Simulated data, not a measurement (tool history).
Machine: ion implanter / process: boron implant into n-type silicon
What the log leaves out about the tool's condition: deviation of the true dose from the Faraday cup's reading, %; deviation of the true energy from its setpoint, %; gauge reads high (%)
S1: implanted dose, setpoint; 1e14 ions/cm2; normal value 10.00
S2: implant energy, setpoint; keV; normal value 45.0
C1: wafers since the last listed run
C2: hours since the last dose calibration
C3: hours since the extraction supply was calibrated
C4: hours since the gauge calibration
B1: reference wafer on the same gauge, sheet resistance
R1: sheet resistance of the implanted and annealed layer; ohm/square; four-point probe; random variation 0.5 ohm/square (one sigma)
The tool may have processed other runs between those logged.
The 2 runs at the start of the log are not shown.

{"run": 3, "hour": 112.0, "S1": 10.0, "S2": 45.0, "C1": 517, "C2": 1693.7, "C3": 1620.3, "C4": 157.4, "B1": 91.22, "R1": 104.88}
{"run": 4, "hour": 140.3, "S1": 10.89, "S2": 45.0, "C1": 630, "C2": 1722.0, "C3": 1648.6, "C4": 185.7, "B1": 91.1, "R1": 97.84}
{"run": 5, "hour": 157.4, "S1": 10.89, "S2": 45.0, "C1": 381, "C2": 1739.1, "C3": 1665.7, "C4": 202.8, "B1": 90.92, "R1": 97.51}
{"run": 6, "hour": 176.1, "S1": 11.26, "S2": 45.0, "C1": 416, "C2": 1757.8, "C3": 1684.4, "C4": 221.5, "B1": 91.15, "R1": 95.12}
{"run": 7, "hour": 201.2, "S1": 11.26, "S2": 45.0, "C1": 559, "C2": 1782.9, "C3": 1709.5, "C4": 246.6, "B1": 90.89, "R1": 93.69}
{"run": 8, "hour": 240.8, "S1": 11.26, "S2": 45.0, "C1": 882, "C2": 1822.5, "C3": 1749.1, "C4": 286.2, "B1": 91.02, "R1": 94.44}
{"run": 9, "hour": 274.5, "S1": 10.0, "S2": 45.0, "C1": 751, "C2": 1856.2, "C3": 1782.8, "C4": 319.9, "B1": 90.97, "R1": 104.16}
{"run": 10, "hour": 293.0, "S1": 10.0, "S2": 39.5, "C1": 412, "C2": 1874.7, "C3": 1801.3, "C4": 338.4, "B1": 90.93, "R1": 104.48}
{"hour": 311.8, "done": "Faraday cup replaced and dose calibrated"}
{"run": 11, "hour": 320.8, "S1": 7.97, "S2": 45.0, "C1": 441, "C2": 9.0, "C3": 1829.1, "C4": 366.2, "B1": 90.92, "R1": 130.02}
{"run": 12, "hour": 343.0, "S1": 7.97, "S2": 45.0, "C1": 494, "C2": 31.2, "C3": 1851.3, "C4": 388.4, "B1": 91.16, "R1": 130.55}
{"run": 13, "hour": 369.9, "S1": 7.97, "S2": 45.0, "C1": 599, "C2": 58.1, "C3": 1878.2, "C4": 415.3, "B1": 91.06, "R1": 129.56}
{"run": 14, "hour": 392.3, "S1": 8.67, "S2": 30.5, "C1": 499, "C2": 80.5, "C3": 1900.6, "C4": 437.7, "B1": 91.01, "R1": 125.48}
{"run": 15, "hour": 413.7, "S1": 12.02, "S2": 58.0, "C1": 476, "C2": 101.9, "C3": 1922.0, "C4": 459.1, "B1": 90.98, "R1": 90.69}
{"run": 16, "hour": 440.8, "S1": 11.97, "S2": 30.0, "C1": 604, "C2": 129.0, "C3": 1949.1, "C4": 486.2, "B1": 90.92, "R1": 95.49}
{"run": 17, "hour": 466.7, "S1": 7.04, "S2": 36.5, "C1": 577, "C2": 154.9, "C3": 1975.0, "C4": 512.1, "B1": 90.99, "R1": 146.56}
{"run": 18, "hour": 494.3, "S1": 7.71, "S2": 58.0, "C1": 615, "C2": 182.5, "C3": 2002.6, "C4": 539.7, "B1": 90.98, "R1": 130.8}
{"run": 19, "hour": 523.3, "S1": 12.25, "S2": 55.0, "C1": 646, "C2": 211.5, "C3": 2031.6, "C4": 568.7, "B1": 91.07, "R1": 89.49}
{"run": 20, "hour": 553.7, "S1": 10.0, "S2": 45.0, "C1": 677, "C2": 241.9, "C3": 2062.0, "C4": 599.1, "B1": 91.22, "R1": 107.68}
{"run": 21, "hour": 575.6, "S1": 10.0, "S2": 45.0, "C1": 488, "C2": 263.8, "C3": 2083.9, "C4": 621.0, "B1": 90.72, "R1": 107.16}
{"hour": 593.3, "done": "gauge calibrated"}
{"run": 22, "hour": 596.2, "S1": 11.26, "S2": 45.0, "C1": 459, "C2": 284.4, "C3": 2104.5, "C4": 2.9, "B1": 91.05, "R1": 96.82}
{"run": 23, "hour": 610.5, "S1": 11.16, "S2": 34.5, "C1": 318, "C2": 298.7, "C3": 2118.8, "C4": 17.2, "B1": 90.9, "R1": 101.89}
{"run": 24, "hour": 626.7, "S1": 8.65, "S2": 53.5, "C1": 361, "C2": 314.9, "C3": 2135.0, "C4": 33.4, "B1": 90.94, "R1": 119.19}

Run 25, settings as shown, results not yet in. Your forecast:
{"hour": 642.5, "done": "extraction supply calibrated"}
{"run": 25, "hour": 655.0, "S1": 8.07, "S2": 38.5, "C1": 452, "C2": 343.2, "C3": 12.5, "C4": 61.7, "B1": "?", "R1": "?"}

Run 25 came out at B1 91.01, R1 131.10 ohm/square.
Minus the tool's unlogged condition, the same run would have read R1 131.84 ohm/square.
